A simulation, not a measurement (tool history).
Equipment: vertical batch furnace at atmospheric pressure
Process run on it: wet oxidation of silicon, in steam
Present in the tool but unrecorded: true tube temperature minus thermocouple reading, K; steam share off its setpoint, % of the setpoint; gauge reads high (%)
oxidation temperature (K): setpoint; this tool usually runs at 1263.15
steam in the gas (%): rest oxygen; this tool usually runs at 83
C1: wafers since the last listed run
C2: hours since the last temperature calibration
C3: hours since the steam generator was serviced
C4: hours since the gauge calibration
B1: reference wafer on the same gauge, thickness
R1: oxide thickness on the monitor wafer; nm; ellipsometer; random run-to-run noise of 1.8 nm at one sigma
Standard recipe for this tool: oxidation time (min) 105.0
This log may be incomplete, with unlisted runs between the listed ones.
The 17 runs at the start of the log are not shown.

Run 18, day 18.817: usual settings but oxidation time (min) 122.5; C1 293; C2 2044.0; C3 44.1; C4 817.7; B1 535.50. Result: R1 524.06 nm.
Run 19, day 19.938: usual settings but oxidation time (min) 75.0, steam in the gas (%) 89; C1 229; C2 2070.9; C3 71.0; C4 844.6; B1 535.87. Result: R1 398.70 nm.
Run 20, day 20.938: usual settings but oxidation time (min) 134.5, steam in the gas (%) 80; C1 205; C2 2094.9; C3 95.0; C4 868.6; B1 536.44. Result: R1 541.41 nm.
Run 21, day 21.712: usual settings; C1 158; C2 2113.5; C3 113.6; C4 887.2; B1 535.37. Result: R1 475.34 nm.
Run 22, day 23.067: usual settings but oxidation temperature (K) 1275.15; C1 277; C2 2146.0; C3 146.1; C4 919.7; B1 536.67. Result: R1 510.94 nm.
Run 23, day 24.171: usual settings but steam in the gas (%) 75; C1 226; C2 2172.5; C3 172.6; C4 946.2; B1 535.01. Result: R1 445.20 nm.
At day 26.096: thermocouples replaced and temperature profile calibrated.
Run 24, day 26.117: usual settings but oxidation time (min) 58.0, steam in the gas (%) 79; C1 193; C2 0.5; C3 219.3; C4 992.9; B1 536.14. Result: R1 309.62 nm.
Run 25, day 26.321: usual settings but oxidation temperature (K) 1271.15, oxidation time (min) 69.5, steam in the gas (%) 76; C1 41; C2 5.4; C3 224.2; C4 997.8; B1 536.09. Result: R1 360.62 nm.
Run 26, day 26.929: usual settings but oxidation time (min) 122.5, steam in the gas (%) 88; C1 124; C2 20.0; C3 238.8; C4 1012.4; B1 535.66. Result: R1 548.09 nm.
Run 27, day 27.525: usual settings; C1 122; C2 34.3; C3 253.1; C4 1026.7; B1 536.09. Result: R1 475.93 nm.
Run 28, day 28.708: usual settings but oxidation temperature (K) 1247.15, steam in the gas (%) 77; C1 242; C2 62.7; C3 281.5; C4 1055.1; B1 535.75. Result: R1 404.28 nm.
At day 29.162: gauge calibrated.
Run 29, day 29.808: usual settings but oxidation time (min) 87.0; C1 225; C2 89.1; C3 307.9; C4 15.5; B1 536.85. Result: R1 422.22 nm.
Run 30, day 31.121: usual settings; C1 269; C2 120.6; C3 339.4; C4 47.0; B1 534.95. Result: R1 471.63 nm.
Run 31, day 32.283: usual settings; C1 238; C2 148.5; C3 367.3; C4 74.9; B1 535.43. Result: R1 474.83 nm.
Run 32, day 33.092: usual settings but oxidation temperature (K) 1287.15, oxidation time (min) 55.0; C1 165; C2 167.9; C3 386.7; C4 94.3; B1 535.94. Result: R1 365.52 nm.
Run 33, day 34.308: usual settings but oxidation temperature (K) 1252.15, oxidation time (min) 152.5, steam in the gas (%) 79; C1 249; C2 197.1; C3 415.9; C4 123.5; B1 536.23. Result: R1 549.06 nm.
Run 34, day 35.925: usual settings but oxidation time (min) 147.5, steam in the gas (%) 78; C1 331; C2 235.9; C3 454.7; C4 162.3; B1 535.54. Result: R1 566.28 nm.
Run 35, day 37.346: usual settings; C1 291; C2 270.0; C3 488.8; C4 196.4; B1 535.88. Result: R1 475.81 nm.

Forecast each of these 4 alternatives for the next run:
Run A, day 37.554: usual settings but oxidation temperature (K) 1282.15; C1 42; C2 275.0; C3 493.8; C4 201.4; B1 ?. Result: R1 ?.
Run B, day 37.554: usual settings but oxidation temperature (K) 1273.15, oxidation time (min) 76.5, steam in the gas (%) 78; C1 42; C2 275.0; C3 493.8; C4 201.4; B1 ?. Result: R1 ?.
Run C, day 37.554: usual settings but steam in the gas (%) 89; C1 42; C2 275.0; C3 493.8; C4 201.4; B1 ?. Result: R1 ?.
Run D, day 37.554: usual settings but oxidation temperature (K) 1244.15, oxidation time (min) 143.5, steam in the gas (%) 77; C1 42; C2 275.0; C3 493.8; C4 201.4; B1 ?. Result: R1 ?.

run      B1      R1
  A  536.43  538.00
  B  536.43  398.01
  C  536.43  499.51
  D  536.43  489.78
Without the tool's hidden state the same runs would have given:
run      R1
  A  538.00
  B  398.01
  C  499.51
  D  489.78

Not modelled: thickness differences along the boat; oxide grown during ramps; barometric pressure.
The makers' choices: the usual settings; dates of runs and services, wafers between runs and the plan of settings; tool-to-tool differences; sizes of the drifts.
